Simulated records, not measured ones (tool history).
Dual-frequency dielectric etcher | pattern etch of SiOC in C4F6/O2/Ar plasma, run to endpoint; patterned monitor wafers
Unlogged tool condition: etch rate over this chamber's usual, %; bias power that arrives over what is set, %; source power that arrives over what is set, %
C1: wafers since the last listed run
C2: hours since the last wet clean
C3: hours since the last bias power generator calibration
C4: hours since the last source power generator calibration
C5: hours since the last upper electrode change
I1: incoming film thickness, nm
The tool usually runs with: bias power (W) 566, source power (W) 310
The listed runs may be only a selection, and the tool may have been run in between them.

run 1 hour=0.0 | bias_power_(W)=655 source_power_(W)=310 | C1=0 C2=3.8 C3=1138.8 C4=467.9 C5=950.8 | I1=48.34 | endpoint_time_(s)=15.0
run 2 hour=98.8 | bias_power_(W)=655 source_power_(W)=310 | C1=1606 C2=102.6 C3=1237.6 C4=566.7 C5=1049.6 | I1=48.02 | endpoint_time_(s)=14.8
run 3 hour=205.7 | bias_power_(W)=655 source_power_(W)=310 | C1=1738 C2=209.5 C3=1344.5 C4=673.6 C5=1156.5 | I1=47.88 | endpoint_time_(s)=15.0
run 4 hour=245.0 | bias_power_(W)=566 source_power_(W)=310 | C1=638 C2=248.8 C3=1383.8 C4=712.9 C5=1195.8 | I1=48.53 | endpoint_time_(s)=16.4
run 5 hour=316.1 | bias_power_(W)=566 source_power_(W)=310 | C1=1155 C2=319.9 C3=1454.9 C4=784.0 C5=1266.9 | I1=48.58 | endpoint_time_(s)=16.5
run 6 hour=413.8 | bias_power_(W)=566 source_power_(W)=310 | C1=1588 C2=417.6 C3=1552.6 C4=881.7 C5=1364.6 | I1=48.18 | endpoint_time_(s)=16.4
run 7 hour=461.4 | bias_power_(W)=624 source_power_(W)=310 | C1=773 C2=465.2 C3=1600.2 C4=929.3 C5=1412.2 | I1=47.85 | endpoint_time_(s)=15.3
-- hour=506.1 wet clean of the chamber
run 8 hour=550.3 | bias_power_(W)=624 source_power_(W)=310 | C1=1055 C2=44.2 C3=1689.1 C4=1018.2 C5=1501.1 | I1=48.37 | endpoint_time_(s)=15.5
run 9 hour=624.9 | bias_power_(W)=624 source_power_(W)=310 | C1=1212 C2=118.8 C3=1763.7 C4=1092.8 C5=1575.7 | I1=47.45 | endpoint_time_(s)=15.3
run 10 hour=708.1 | bias_power_(W)=566 source_power_(W)=310 | C1=1352 C2=202.0 C3=1846.9 C4=1176.0 C5=1658.9 | I1=48.47 | endpoint_time_(s)=16.6
run 11 hour=813.0 | bias_power_(W)=566 source_power_(W)=310 | C1=1705 C2=306.9 C3=1951.8 C4=1280.9 C5=1763.8 | I1=47.37 | endpoint_time_(s)=16.2
run 12 hour=863.6 | bias_power_(W)=652 source_power_(W)=310 | C1=822 C2=357.5 C3=2002.4 C4=1331.5 C5=1814.4 | I1=47.72 | endpoint_time_(s)=15.0
run 13 hour=950.1 | bias_power_(W)=652 source_power_(W)=310 | C1=1406 C2=444.0 C3=2088.9 C4=1418.0 C5=1900.9 | I1=47.99 | endpoint_time_(s)=15.0
-- hour=1062.6 wet clean of the chamber
run 14 hour=1067.1 | bias_power_(W)=652 source_power_(W)=310 | C1=1512 C2=4.5 C3=2205.9 C4=1535.0 C5=2017.9 | I1=47.51 | endpoint_time_(s)=15.0
run 15 hour=1111.4 | bias_power_(W)=566 source_power_(W)=290 | C1=720 C2=48.8 C3=2250.2 C4=1579.3 C5=2062.2 | I1=48.17 | endpoint_time_(s)=17.0
run 16 hour=1215.7 | bias_power_(W)=518 source_power_(W)=310 | C1=1695 C2=153.1 C3=2354.5 C4=1683.6 C5=2166.5 | I1=48.18 | endpoint_time_(s)=17.3
run 17 hour=1258.1 | bias_power_(W)=689 source_power_(W)=360 | C1=689 C2=195.5 C3=2396.9 C4=1726.0 C5=2208.9 | I1=48.38 | endpoint_time_(s)=13.8
run 18 hour=1345.5 | bias_power_(W)=487 source_power_(W)=260 | C1=1421 C2=282.9 C3=2484.3 C4=1813.4 C5=2296.3 | I1=48.56 | endpoint_time_(s)=19.7
run 19 hour=1417.6 | bias_power_(W)=493 source_power_(W)=340 | C1=1172 C2=355.0 C3=2556.4 C4=1885.5 C5=2368.4 | I1=48.01 | endpoint_time_(s)=17.1
-- hour=1510.7 upper electrode replaced
run 20 hour=1511.2 | bias_power_(W)=473 source_power_(W)=250 | C1=1131 C2=448.6 C3=2650.0 C4=1979.1 C5=0.5 | I1=47.92 | endpoint_time_(s)=20.2
run 21 hour=1570.6 | bias_power_(W)=605 source_power_(W)=250 | C1=965 C2=508.0 C3=2709.4 C4=2038.5 C5=59.9 | I1=48.30 | endpoint_time_(s)=17.6
-- hour=1638.7 wet clean of the chamber
run 22 hour=1639.2 | bias_power_(W)=672 source_power_(W)=240 | C1=725 C2=0.5 C3=2778.0 C4=2107.1 C5=128.5 | I1=47.75 | endpoint_time_(s)=16.7
run 23 hour=1676.3 | bias_power_(W)=655 source_power_(W)=310 | C1=603 C2=37.6 C3=2815.1 C4=2144.2 C5=165.6 | I1=47.99 | endpoint_time_(s)=15.2
run 24 hour=1766.1 | bias_power_(W)=481 source_power_(W)=350 | C1=1460 C2=127.4 C3=2904.9 C4=2234.0 C5=255.4 | I1=47.59 | endpoint_time_(s)=17.2
-- hour=1780.5 source power generator calibrated
run 25 hour=1852.6 | bias_power_(W)=566 source_power_(W)=370 | C1=1341 C2=213.9 C3=2991.4 C4=72.1 C5=341.9 | I1=48.19 | endpoint_time_(s)=15.1
-- hour=1883.3 bias power generator calibrated
run 26 hour=1931.2 | bias_power_(W)=610 source_power_(W)=310 | C1=1212 C2=292.5 C3=47.9 C4=150.7 C5=420.5 | I1=48.28 | endpoint_time_(s)=15.6
run 27 hour=2009.4 | bias_power_(W)=658 source_power_(W)=280 | C1=1271 C2=370.7 C3=126.1 C4=228.9 C5=498.7 | I1=48.11 | endpoint_time_(s)=15.5
run 28 hour=2055.2 | bias_power_(W)=607 source_power_(W)=310 | C1=744 C2=416.5 C3=171.9 C4=274.7 C5=544.5 | I1=47.83 | endpoint_time_(s)=15.5
-- hour=2126.6 wet clean of the chamber
run 29 hour=2127.1 | bias_power_(W)=492 source_power_(W)=230 | C1=778 C2=0.5 C3=243.8 C4=346.6 C5=616.4 | I1=47.60 | endpoint_time_(s)=20.0
run 30 hour=2183.6 | bias_power_(W)=566 source_power_(W)=310 | C1=918 C2=57.0 C3=300.3 C4=403.1 C5=672.9 | I1=47.89 | endpoint_time_(s)=16.1
run 31 hour=2225.8 | bias_power_(W)=566 source_power_(W)=310 | C1=686 C2=99.2 C3=342.5 C4=445.3 C5=715.1 | I1=48.03 | endpoint_time_(s)=16.3
run 32 hour=2272.1 | bias_power_(W)=449 source_power_(W)=310 | C1=752 C2=145.5 C3=388.8 C4=491.6 C5=761.4 | I1=48.01 | endpoint_time_(s)=18.6
run 33 hour=2375.1 | bias_power_(W)=655 source_power_(W)=310 | C1=1674 C2=248.5 C3=491.8 C4=594.6 C5=864.4 | I1=47.50 | endpoint_time_(s)=14.8

Consider 4 possible next runs. They are alternatives, not a sequence: every one starts from the tool as it was left by run 33. What does each give?
run A hour=2375.5 | bias_power_(W)=566 source_power_(W)=250 | C1=6 C2=248.9 C3=492.2 C4=595.0 C5=864.8 | I1=47.63 | endpoint_time_(s)=?
run B hour=2375.5 | bias_power_(W)=708 source_power_(W)=360 | C1=6 C2=248.9 C3=492.2 C4=595.0 C5=864.8 | I1=47.63 | endpoint_time_(s)=?
run C hour=2375.5 | bias_power_(W)=483 source_power_(W)=360 | C1=6 C2=248.9 C3=492.2 C4=595.0 C5=864.8 | I1=47.63 | endpoint_time_(s)=?
run D hour=2375.5 | bias_power_(W)=566 source_power_(W)=350 | C1=6 C2=248.9 C3=492.2 C4=595.0 C5=864.8 | I1=47.63 | endpoint_time_(s)=?

run=A endpoint_time_(s)=17.7
run=B endpoint_time_(s)=13.2
run=C endpoint_time_(s)=16.5
run=D endpoint_time_(s)=15.2
What these runs would have given with no unlogged condition in the tool:
run=A endpoint_time_(s)=17.6
run=B endpoint_time_(s)=13.2
run=C endpoint_time_(s)=16.5
run=D endpoint_time_(s)=15.2
